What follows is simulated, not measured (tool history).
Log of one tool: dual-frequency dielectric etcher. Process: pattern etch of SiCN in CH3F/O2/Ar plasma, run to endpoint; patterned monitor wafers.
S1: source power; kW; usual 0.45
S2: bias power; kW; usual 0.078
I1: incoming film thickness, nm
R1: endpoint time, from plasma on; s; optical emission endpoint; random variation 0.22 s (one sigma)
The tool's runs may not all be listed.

run,hour,S1,S2,I1,R1
1,0,0.45,0.068,11.88,31.7
2,13.1,0.45,0.068,11.73,31.1
3,27.6,0.45,0.078,11.78,30.2
4,52.7,0.45,0.086,11.84,28.9
5,66.1,0.45,0.086,11.88,29
6,101.7,0.45,0.078,11.75,29.8
7,133.7,0.45,0.078,11.89,30.5
8,160.8,0.45,0.078,11.72,29.2
9,173.9,0.45,0.078,11.71,29.4
10,187,0.45,0.078,11.86,29.6
11,219,0.45,0.078,11.81,29.7
12,244.5,0.45,0.078,11.81,29.6
13,265.2,0.45,0.078,11.85,29.8
14,279.3,0.45,0.078,11.82,29.3
# hour 332.5: wet clean of the chamber
15,333,0.37,0.067,11.82,36.8
16,347.7,0.37,0.067,11.81,37.1
17,371.7,0.45,0.078,11.74,30.5

Forecast run 18:
18,395.2,0.45,0.078,11.8,?

{"run 18": {"R1": 30.9}}
Without the tool's hidden state the same run would have given R1 31.1 s.

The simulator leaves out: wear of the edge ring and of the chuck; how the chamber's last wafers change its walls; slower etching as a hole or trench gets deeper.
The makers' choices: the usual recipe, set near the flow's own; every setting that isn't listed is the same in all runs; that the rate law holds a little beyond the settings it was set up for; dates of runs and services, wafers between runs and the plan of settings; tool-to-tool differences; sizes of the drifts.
